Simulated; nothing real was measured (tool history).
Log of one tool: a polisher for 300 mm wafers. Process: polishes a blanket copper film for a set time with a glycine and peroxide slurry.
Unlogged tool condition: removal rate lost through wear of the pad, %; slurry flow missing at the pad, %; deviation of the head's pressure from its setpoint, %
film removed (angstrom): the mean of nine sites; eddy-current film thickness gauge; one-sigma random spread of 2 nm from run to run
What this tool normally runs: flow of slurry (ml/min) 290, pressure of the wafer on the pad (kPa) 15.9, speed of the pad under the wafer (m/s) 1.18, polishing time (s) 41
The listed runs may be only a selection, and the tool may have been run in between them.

run   hour  flow of slurry (ml/min)  pressure of the wafer on the pad (kPa)  speed of the pad under the wafer (m/s)  polishing time (s)  wafers since the last listed run  wafers polished on this pad  hours since the slurry nozzle was cleaned  hours since the head pressure was calibrated  incoming thickness of the incoming film, nm  film removed (angstrom)
  1    0.0                      290                                    15.9                                    1.18                  41                                 0                         1484                                      257.9                                         723.8                                       1795.7                     2162
      10.4  -- worn pad replaced by a new one
  2   10.9                      365                                    15.9                                    1.18                  41                               106                            7                                      268.8                                         734.7                                       1786.9                     2300
  3   21.6                      365                                    15.9                                    1.18                  41                               165                          172                                      279.5                                         745.4                                       1795.6                     2287
  4   31.0                      365                                    15.9                                    1.18                  41                               145                          317                                      288.9                                         754.8                                       1765.4                     2267
  5   44.9                      290                                    15.9                                    1.18                  41                               214                          531                                      302.8                                         768.7                                       1802.1                     2207
  6   58.1                      290                                    15.9                                    1.18                  44                               203                          735                                      316.0                                         781.9                                       1823.7                     2352
  7   65.7                      290                                    15.9                                    1.18                  44                               117                          852                                      323.6                                         789.5                                       1778.4                     2357
  8   79.8                      290                                    15.9                                    1.18                  44                               217                         1070                                      337.7                                         803.6                                       1820.1                     2312
  9  111.3                      265                                    15.9                                    1.18                  41                               485                         1556                                      369.2                                         835.1                                       1798.2                     2129
     122.5  -- worn pad replaced by a new one
 10  128.3                      290                                    15.9                                    1.18                  41                               200                           89                                      386.2                                         852.1                                       1827.0                     2007
 11  141.7                      290                                    15.9                                    1.18                  41                               206                          296                                      399.6                                         865.5                                       1790.2                     2009
 12  154.6                      235                                    15.9                                    1.18                  41                               199                          495                                      412.5                                         878.4                                       1770.3                     1939
 13  164.5                      210                                    15.9                                    1.18                  41                               152                          647                                      422.4                                         888.3                                       1811.0                     1936
 14  170.8                      290                                    15.9                                    1.18                  41                                97                          745                                      428.7                                         894.6                                       1787.6                     1992
 15  179.2                      290                                    15.9                                    1.18                  41                               129                          874                                      437.1                                         903.0                                       1774.2                     1969
     184.2  -- slurry nozzle cleaned
     221.4  -- worn pad replaced by a new one, repeated, since the last time left the tool worse
 16  221.9                      290                                    15.9                                    1.18                  41                               581                            8                                       37.7                                         945.7                                       1794.2                     2261
 17  237.9                      240                                    15.9                                    1.18                  41                               246                          255                                       53.7                                         961.7                                       1823.9                     2199
 18  254.1                      290                                    15.9                                    1.18                  49                               249                          505                                       69.9                                         977.9                                       1823.3                     2643
 19  260.3                      205                                    15.9                                    1.18                  30                                95                          600                                       76.1                                         984.1                                       1811.0                     1534
 20  276.1                      210                                    15.9                                    1.18                  41                               243                          844                                       91.9                                         999.9                                       1768.0                     2128
 21  293.4                      380                                    15.9                                    1.18                  41                               266                         1111                                      109.2                                        1017.2                                       1764.1                     2182
 22  310.3                      360                                    15.9                                    1.18                  41                               260                         1372                                      126.1                                        1034.1                                       1820.2                     2196
     318.8  -- worn pad replaced by a new one
 23  326.3                      215                                    15.9                                    1.00                  41                               185                          115                                      142.1                                        1050.1                                       1823.5                     2006
 24  341.6                      290                                    15.9                                    1.18                  41                               236                          351                                      157.4                                        1065.4                                       1790.8                     2264
 25  347.7                      290                                    15.9                                    1.18                  41                                94                          445                                      163.5                                        1071.5                                       1799.0                     2223
     349.9  -- head pressure recalibrated
 26  354.1                      290                                    15.9                                    0.94                  41                                67                          513                                      169.9                                           4.2                                       1809.8                     1970
 27  368.8                      290                                    15.9                                    1.00                  33                               226                          739                                      184.6                                          18.9                                       1805.7                     1631
 28  380.0                      290                                    15.9                                    1.18                  41                               172                          912                                      195.8                                          30.1                                       1803.6                     2230
 29  396.0                      260                                    20.7                                    1.18                  30                               246                         1159                                      211.8                                          46.1                                       1792.0                     1979
     407.3  -- worn pad replaced by a new one
 30  408.7                      290                                    15.9                                    1.18                  41                               134                           20                                      224.5                                          58.8                                       1795.7                     2265
 31  417.1                      290                                    15.9                                    1.18                  41                               129                          150                                      232.9                                          67.2                                       1804.3                     2270
 32  434.4                      390                                    12.4                                    1.58                  41                               266                          417                                      250.2                                          84.5                                       1824.1                     2206
 33  449.3                      335                                    15.9                                    0.90                  46                               229                          647                                      265.1                                          99.4                                       1786.5                     2234
 34  458.4                      205                                    15.9                                    1.18                  30                               140                          787                                      274.2                                         108.5                                       1819.2                     1560
 35  464.7                      290                                    15.9                                    1.18                  41                                97                          884                                      280.5                                         114.8                                       1797.4                     2160
 36  482.2                      290                                    21.4                                    1.18                  35                               269                         1154                                      298.0                                         132.3                                       1828.0                     2422

Take each entry between the runs: how does the hidden state at the last listed run before it differ from the hidden state at the first listed run after it?
Logged between run 1 and run 2: worn pad replaced by a new one (hour 10.4)
  removal rate lost through wear of the pad, %: 5.06 -> 1.29
  the result without the hidden state subtracted from the measured one, film removed (angstrom): -115 -> -30
Logged between run 9 and run 10: worn pad replaced by a new one (hour 122.5)
  removal rate lost through wear of the pad, %: 6.5 -> 10.9
  the result without the hidden state subtracted from the measured one, film removed (angstrom): -148 -> -245
Logged between run 15 and run 16: slurry nozzle cleaned (hour 184.2); worn pad replaced by a new one, repeated, since the last time left the tool worse (hour 221.4)
  removal rate lost through wear of the pad, %: 13.5 -> 0.596
  the result without the hidden state subtracted from the measured one, film removed (angstrom): -308 -> -14
Logged between run 22 and run 23: worn pad replaced by a new one (hour 318.8)
  removal rate lost through wear of the pad, %: 5.18 -> 1.02
  the result without the hidden state subtracted from the measured one, film removed (angstrom): -119 -> -21
Logged between run 25 and run 26: head pressure recalibrated (hour 349.9)
  removal rate lost through wear of the pad, %: 2.13 -> 2.46
  the result without the hidden state subtracted from the measured one, film removed (angstrom): -48 -> -49
Logged between run 29 and run 30: worn pad replaced by a new one (hour 407.3)
  removal rate lost through wear of the pad, %: 4.63 -> 0.0829
  the result without the hidden state subtracted from the measured one, film removed (angstrom): -96 -> -2
